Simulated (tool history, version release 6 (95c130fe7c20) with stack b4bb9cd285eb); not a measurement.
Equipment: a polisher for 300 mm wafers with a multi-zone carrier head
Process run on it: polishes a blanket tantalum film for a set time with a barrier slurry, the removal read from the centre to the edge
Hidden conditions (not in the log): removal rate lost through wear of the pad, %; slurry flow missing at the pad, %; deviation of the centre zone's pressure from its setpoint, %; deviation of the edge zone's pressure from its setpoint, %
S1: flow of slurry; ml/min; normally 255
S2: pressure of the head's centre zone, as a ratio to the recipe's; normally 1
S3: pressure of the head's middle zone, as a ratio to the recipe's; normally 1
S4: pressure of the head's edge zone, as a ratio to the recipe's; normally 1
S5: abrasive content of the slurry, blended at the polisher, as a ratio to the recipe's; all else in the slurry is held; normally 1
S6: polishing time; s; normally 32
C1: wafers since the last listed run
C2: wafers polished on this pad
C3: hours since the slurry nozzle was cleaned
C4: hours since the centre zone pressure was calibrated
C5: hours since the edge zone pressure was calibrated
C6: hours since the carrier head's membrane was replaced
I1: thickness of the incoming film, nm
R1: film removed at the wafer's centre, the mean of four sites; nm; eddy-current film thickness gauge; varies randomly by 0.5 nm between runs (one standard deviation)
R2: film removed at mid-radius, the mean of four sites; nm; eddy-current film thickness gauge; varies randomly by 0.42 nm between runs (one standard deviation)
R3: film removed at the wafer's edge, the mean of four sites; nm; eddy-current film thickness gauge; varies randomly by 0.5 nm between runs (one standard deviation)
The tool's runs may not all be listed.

run   hour   S1    S2    S3    S4    S5  S6   C1    C2     C3     C4      C5     C6     I1    R1    R2    R3
  1      0  255     1     1     1   0.8  24    0   234   91.7  552.2    1011    742    181  23.7  24.4  24.3
  2   13.8  255     1     1     1     1  32  226   461  105.5    566  1024.8  755.8  179.3  33.6  35.6    35
  3   46.3  255     1     1     1     1  32  534   995    138  598.5  1057.3  788.3  177.2    34  35.3  34.7
      60.4  -- worn pad replaced by a new one
  4   69.8  255     1     1     1     1  32  320   154  161.5    622  1080.8  811.8  179.9  33.9  34.8  34.2
  5   98.5  255     1     1     1     1  32  471   625  190.2  650.7  1109.5  840.5  181.6  33.1  34.1    35
  6  116.3  255     1     1     1     1  32  292   918    208  668.5  1127.3  858.3  179.3  32.8  34.4    35
     126.6  -- worn pad replaced by a new one
  7  139.3  255     1     1     1     1  32  312   208    231  691.5  1150.3  881.3  182.2  32.4    34  34.3
  8  157.9  330     1     1     1   0.7  32  305   513  249.6  710.1  1168.9  899.9    179    30  30.9  30.7
     172.5  -- slurry nozzle cleaned
  9    173  255     1     1  0.95     1  32  231   745    0.5  725.2    1184    915  178.1  34.8  35.8  35.1
     176.5  -- centre zone pressure recalibrated
     182.8  -- carrier head's membrane replaced by a new one
     189.5  -- edge zone pressure recalibrated
 10  198.7  305  1.07  0.96  0.95     1  32  274  1020   26.2   22.2     9.2   15.9  178.2  36.8  36.1  35.6
       208  -- worn pad replaced by a new one
 11  211.5  170     1     1  0.92     1  36  144    56     39     35      22   28.7  181.6  36.7  36.9  36.7
 12  242.6  285  0.96     1  1.07   0.9  32  511   568   70.1   66.1    53.1   59.8  180.6  33.2  35.5  34.8
 13  277.9  255     1   1.1     1  1.25  32  580  1148  105.4  101.4    88.4   95.1  179.2  36.5  40.5  36.3
     290.4  -- worn pad replaced by a new one
 14  304.5  170     1     1  0.92     1  36  371   231    132    128     115  121.7    179    35    36    36

5 ways to go on from here, each from the tool as it stands after run 14. What would each give?
  A  304.9  255     1     1     1    1  32   6  237  132.4  128.4  115.4  122.1  179   ?   ?   ?
  B  304.9  255  1.05     1  0.89  0.8  32   6  237  132.4  128.4  115.4  122.1  179   ?   ?   ?
  C  304.9  305  0.91  0.91     1    1  42   6  237  132.4  128.4  115.4  122.1  179   ?   ?   ?
  D  304.9  255  1.05     1  1.07    1  32   6  237  132.4  128.4  115.4  122.1  179   ?   ?   ?
  E  304.9  255     1     1  0.91    1  32   6  237  132.4  128.4  115.4  122.1  179   ?   ?   ?

run    R1    R2    R3
  A    34  34.7  34.7
  B    33  32.1  31.3
  C  41.9  43.8  46.5
  D  35.6  34.7  35.4
  E    34  34.7  33.9
What these runs would have given with no unlogged condition in the tool:
run    R1    R2    R3
  A    35  35.6  35.4
  B  33.9    33  31.9
  C  42.9  44.7  47.2
  D  36.6  35.5    36
  E    35  35.6  34.6

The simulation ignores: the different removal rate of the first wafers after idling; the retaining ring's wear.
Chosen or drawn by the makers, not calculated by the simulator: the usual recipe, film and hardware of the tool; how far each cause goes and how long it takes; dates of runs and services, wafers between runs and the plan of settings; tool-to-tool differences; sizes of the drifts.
